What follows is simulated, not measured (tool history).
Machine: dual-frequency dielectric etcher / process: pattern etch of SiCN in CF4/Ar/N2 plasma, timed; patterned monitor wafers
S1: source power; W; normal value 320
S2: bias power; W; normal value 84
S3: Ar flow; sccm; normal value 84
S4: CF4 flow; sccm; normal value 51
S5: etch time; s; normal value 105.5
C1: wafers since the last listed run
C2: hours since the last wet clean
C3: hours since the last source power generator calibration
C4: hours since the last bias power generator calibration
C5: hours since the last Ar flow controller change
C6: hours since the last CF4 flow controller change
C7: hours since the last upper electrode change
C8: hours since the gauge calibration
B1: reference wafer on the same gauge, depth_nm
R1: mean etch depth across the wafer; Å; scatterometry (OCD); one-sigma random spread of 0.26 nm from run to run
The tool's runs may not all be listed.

run,hour,S1,S2,S3,S4,S5,C1,C2,C3,C4,C5,C6,C7,C8,B1,R1
1,0,320,84,84,51,105.5,0,220.8,896.9,4725,943.4,831.2,224,345.3,75.9,716
2,49.8,400,84,104,51,129,518,270.6,946.7,4774.8,993.2,881,273.8,395.1,76,974
# hour 63.2: bias power generator calibrated
3,131.9,320,84,84,51,124,813,352.7,1028.8,68.7,1075.3,963.1,355.9,477.2,75.9,841
4,215.2,390,84,84,51,96.5,867,436,1112.1,152,1158.6,1046.4,439.2,560.5,76,748
5,263.9,250,67,92,54,105.5,507,484.7,1160.8,200.7,1207.3,1095.1,487.9,609.2,75.9,531
6,332.9,320,84,84,51,105.5,718,553.7,1229.8,269.7,1276.3,1164.1,556.9,678.2,75.9,715
7,392.3,320,84,84,51,133.5,618,613.1,1289.2,329.1,1335.7,1223.5,616.3,737.6,76,902
8,467.6,260,103,70,44,105.5,784,688.4,1364.5,404.4,1411,1298.8,691.6,812.9,76.1,710
# hour 511.8: wet clean of the chamber
9,512.3,320,84,84,60,118.5,215,0.5,1409.2,449.1,1455.7,1343.5,736.3,857.6,76,845
10,593.4,320,84,100,62,105.5,844,81.6,1490.3,530.2,1536.8,1424.6,817.4,938.7,76.1,724
11,647.9,290,84,84,58,105.5,567,136.1,1544.8,584.7,1591.3,1479.1,871.9,993.2,76,691
# hour 829.2: CF4 flow controller replaced
12,898.3,320,84,84,38,105.5,2545,386.5,1795.2,835.1,1841.7,69.1,1122.3,1243.6,76,687
13,936.3,320,74,91,51,87,395,424.5,1833.2,873.1,1879.7,107.1,1160.3,1281.6,76,541
14,1012.3,320,84,95,51,121.5,791,500.5,1909.2,949.1,1955.7,183.1,1236.3,1357.6,76,808
15,1071.4,320,75,84,60,105.5,615,559.6,1968.3,1008.2,2014.8,242.2,1295.4,1416.7,76,692
16,1159.4,320,84,68,51,105.5,916,647.6,2056.3,1096.2,2102.8,330.2,1383.4,1504.7,76,749
# hour 1237.5: wet clean of the chamber
17,1238,320,84,84,51,105.5,568,0.5,2134.9,1174.8,2181.4,408.8,1462,1583.3,76,727
18,1299.2,370,102,84,55,76,637,61.7,2196.1,1236,2242.6,470,1523.2,1644.5,76,642
# hour 1308.5: source power generator calibrated
19,1378.7,320,84,84,51,105.5,786,141.2,70.2,1315.5,2322.1,549.5,1602.7,1724,76.1,726
# hour 1396.3: Ar flow controller replaced
20,1429,320,84,84,51,105.5,461,191.5,120.5,1365.8,32.7,599.8,1653,1774.3,75.9,727

Hidden state at the last listed run before each entry between runs and at the first one after, where it differs:
Between runs 2 and 3: bias power generator calibrated (hour 63.2)
  etch rate over this chamber's usual, %: -0.873 -> -1.16
  what was measured, less what the result would be without the hidden state, R1: -8 -> -9 Å
Between runs 8 and 9: wet clean of the chamber (hour 511.8)
  etch rate over this chamber's usual, %: -2.33 -> 0.43
  what was measured, less what the result would be without the hidden state, R1: -17 -> +4 Å
Between runs 11 and 12: CF4 flow controller replaced (hour 829.2)
  etch rate over this chamber's usual, %: -0.0425 -> -0.915
  what was measured, less what the result would be without the hidden state, R1: +0 -> -7 Å
Between runs 16 and 17: wet clean of the chamber (hour 1237.5)
  etch rate over this chamber's usual, %: -1.82 -> -0.0413
  what was measured, less what the result would be without the hidden state, R1: -14 -> -1 Å
Between runs 18 and 19: source power generator calibrated (hour 1308.5)
  etch rate over this chamber's usual, %: -0.255 -> -0.532
  what was measured, less what the result would be without the hidden state, R1: -1 -> -4 Å
Between runs 19 and 20: Ar flow controller replaced (hour 1396.3)
  etch rate over this chamber's usual, %: -0.532 -> -0.707
  what was measured, less what the result would be without the hidden state, R1: -4 -> -5 Å
